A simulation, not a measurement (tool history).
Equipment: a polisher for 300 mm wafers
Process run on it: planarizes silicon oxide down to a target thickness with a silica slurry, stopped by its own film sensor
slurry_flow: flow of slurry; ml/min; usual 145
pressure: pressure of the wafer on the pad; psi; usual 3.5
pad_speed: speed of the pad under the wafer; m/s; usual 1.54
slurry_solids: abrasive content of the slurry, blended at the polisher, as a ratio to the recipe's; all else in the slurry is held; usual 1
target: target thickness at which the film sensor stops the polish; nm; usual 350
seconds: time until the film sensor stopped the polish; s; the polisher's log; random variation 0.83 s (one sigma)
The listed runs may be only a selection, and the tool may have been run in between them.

run   hour  slurry_flow  pressure  pad_speed  slurry_solids  target  incoming thickness of the incoming film, nm  seconds
  1      0          145       3.5       1.54              1     350                                        590.1     60.8
  2     26          145       3.5       1.54              1     350                                        588.2     62.3
        42  -- head pressure recalibrated
  3   58.5          145       3.5       1.54           1.25     313                                        577.7     64.6
  4   78.4          145       3.5       1.54              1     350                                        586.6       61
     109.2  -- slurry nozzle cleaned
  5  114.4          145       3.5       1.54            1.2     350                                        580.3     55.7
     121.4  -- slurry blender recalibrated
     134.9  -- conditioning disc replaced and pad reconditioned
  6  148.9          145       2.7       1.54            0.8     350                                        582.9     79.4
  7  173.1          180       3.5       1.54           1.25     350                                        577.5     53.8
  8  187.6          145       3.5       1.54              1     350                                        584.4     60.1
  9  210.3          145       3.5       1.04              1     408                                        579.2     60.9
       228  -- worn pad replaced by a new one
 10  228.5          165       4.6       1.74            1.2     350                                        572.2     39.6
 11    249          145       2.4       1.54              1     350                                        578.7     80.6
 12  264.5          145       3.5       1.54              1     350                                        580.5     60.5
 13  285.7          160       2.9       1.54              1     350                                        580.7     68.2
 14  346.5          145       3.5       1.54              1     350                                          574     57.8
     350.4  -- slurry blender recalibrated
     366.4  -- conditioning disc replaced and pad reconditioned
 15  376.6          110         3       1.54              1     350                                        579.3     69.7
 16  403.4          145       2.7       1.36              1     350                                        582.5     79.8
 17  416.5          145       3.5       1.54              1     350                                        581.2     60.3
 18  444.3          145       3.8       1.14              1     350                                        576.7     68.9
 19  472.3          145       3.5       1.54           1.25     313                                        579.3     64.8
     486.5  -- worn pad replaced by a new one
 20    487          130         4       1.54              1     319                                        580.4     63.1
 21  518.2          100       3.5       1.54              1     280                                        579.7     83.9
 22  542.4          145       3.5       1.54              1     350                                        581.5     59.4
 23  562.9          145       3.5       1.54              1     350                                        574.3     58.5
 24  592.1          145       4.7       1.38              1     350                                        576.1     50.8
     603.9  -- slurry blender recalibrated
     609.4  -- conditioning disc replaced and pad reconditioned
 25  621.1          130       3.5       1.54           1.25     416                                        578.6     40.2
     634.4  -- slurry nozzle cleaned
 26  648.4          125       3.5       1.54              1     350                                        581.3     60.2

Alternative continuations, all from the tool just after run 26; predict every row:
  A  648.8          145       3.5       1.32              1     350                                        585.8        ?
  B  648.8          175       3.5       1.38            0.9     350                                        585.8        ?
  C  648.8          165       3.5        1.3            1.1     350                                        585.8        ?

run  seconds
  A     67.9
  B     66.2
  C     66.1
Stripped of hidden state, with their random variation kept, the same runs would have yielded:
run  seconds
  A     67.9
  B     66.2
  C     66.1

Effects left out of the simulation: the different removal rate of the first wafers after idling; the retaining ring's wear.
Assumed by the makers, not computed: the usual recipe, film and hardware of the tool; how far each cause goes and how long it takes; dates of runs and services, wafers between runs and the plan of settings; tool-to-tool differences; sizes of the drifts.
